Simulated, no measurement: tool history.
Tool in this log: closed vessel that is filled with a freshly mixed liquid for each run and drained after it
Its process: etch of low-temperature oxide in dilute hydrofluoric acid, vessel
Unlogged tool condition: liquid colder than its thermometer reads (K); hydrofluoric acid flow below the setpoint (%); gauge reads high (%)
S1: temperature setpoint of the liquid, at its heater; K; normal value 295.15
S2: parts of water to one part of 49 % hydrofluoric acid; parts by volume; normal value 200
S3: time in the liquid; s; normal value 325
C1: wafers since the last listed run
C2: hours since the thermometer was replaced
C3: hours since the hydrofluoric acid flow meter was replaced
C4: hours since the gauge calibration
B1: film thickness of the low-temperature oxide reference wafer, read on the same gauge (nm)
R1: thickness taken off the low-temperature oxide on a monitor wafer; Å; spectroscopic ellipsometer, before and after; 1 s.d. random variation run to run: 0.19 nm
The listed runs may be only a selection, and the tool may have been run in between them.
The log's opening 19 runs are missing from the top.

-- hour=1754.9 thermometer replaced
run 20 hour=1869.1 | S1=295.15 S2=120 S3=325 | C1=16764 C2=114.2 C3=398.7 C4=599.0 | B1=49.96 | R1=631.8
run 21 hour=1940.5 | S1=293.65 S2=200 S3=325 | C1=8060 C2=185.6 C3=470.1 C4=670.4 | B1=50.00 | R1=326.1
run 22 hour=2230.4 | S1=299.65 S2=225 S3=140 | C1=32728 C2=475.5 C3=760.0 C4=960.3 | B1=50.05 | R1=151.8
run 23 hour=2334.2 | S1=295.15 S2=200 S3=325 | C1=11718 C2=579.3 C3=863.8 C4=1064.1 | B1=50.01 | R1=336.8
run 24 hour=2387.0 | S1=297.65 S2=200 S3=380 | C1=5960 C2=632.1 C3=916.6 C4=1116.9 | B1=49.98 | R1=432.9
run 25 hour=2468.5 | S1=295.15 S2=125 S3=265 | C1=9200 C2=713.6 C3=998.1 C4=1198.4 | B1=50.00 | R1=472.7
-- hour=2485.6 hydrofluoric acid flow meter replaced
run 26 hour=2542.4 | S1=295.15 S2=200 S3=325 | C1=8230 C2=787.5 C3=56.8 C4=1272.3 | B1=50.02 | R1=337.7
run 27 hour=2603.3 | S1=295.15 S2=265 S3=325 | C1=6875 C2=848.4 C3=117.7 C4=1333.2 | B1=50.01 | R1=239.2
-- hour=2644.6 thermometer replaced
run 28 hour=2646.3 | S1=298.15 S2=200 S3=220 | C1=4741 C2=1.7 C3=160.7 C4=1376.2 | B1=50.04 | R1=263.3
run 29 hour=2734.9 | S1=295.15 S2=200 S3=420 | C1=10002 C2=90.3 C3=249.3 C4=1464.8 | B1=50.00 | R1=447.6
run 30 hour=2834.3 | S1=295.15 S2=200 S3=325 | C1=11221 C2=189.7 C3=348.7 C4=1564.2 | B1=50.01 | R1=343.0
run 31 hour=2939.7 | S1=291.65 S2=200 S3=325 | C1=11899 C2=295.1 C3=454.1 C4=1669.6 | B1=49.98 | R1=298.9
run 32 hour=2976.9 | S1=295.15 S2=160 S3=135 | C1=4199 C2=332.3 C3=491.3 C4=1706.8 | B1=50.02 | R1=185.7
run 33 hour=3061.8 | S1=291.15 S2=150 S3=325 | C1=9584 C2=417.2 C3=576.2 C4=1791.7 | B1=49.97 | R1=407.3

3 options for the next run, each taken on its own from the tool as it stands now. Forecast them:
run A hour=3062.5 | S1=295.15 S2=200 S3=270 | C1=79 C2=417.9 C3=576.9 C4=1792.4 | B1=? | R1=?
run B hour=3062.5 | S1=295.15 S2=200 S3=140 | C1=79 C2=417.9 C3=576.9 C4=1792.4 | B1=? | R1=?
run C hour=3062.5 | S1=295.15 S2=200 S3=470 | C1=79 C2=417.9 C3=576.9 C4=1792.4 | B1=? | R1=?

run=A B1=49.99 R1=283.5
run=B B1=49.99 R1=147.0
run=C B1=49.99 R1=493.5
With the hidden condition removed and each run's random variation left untouched, the same runs would have given:
run=A R1=290.2
run=B R1=150.5
run=C R1=505.2

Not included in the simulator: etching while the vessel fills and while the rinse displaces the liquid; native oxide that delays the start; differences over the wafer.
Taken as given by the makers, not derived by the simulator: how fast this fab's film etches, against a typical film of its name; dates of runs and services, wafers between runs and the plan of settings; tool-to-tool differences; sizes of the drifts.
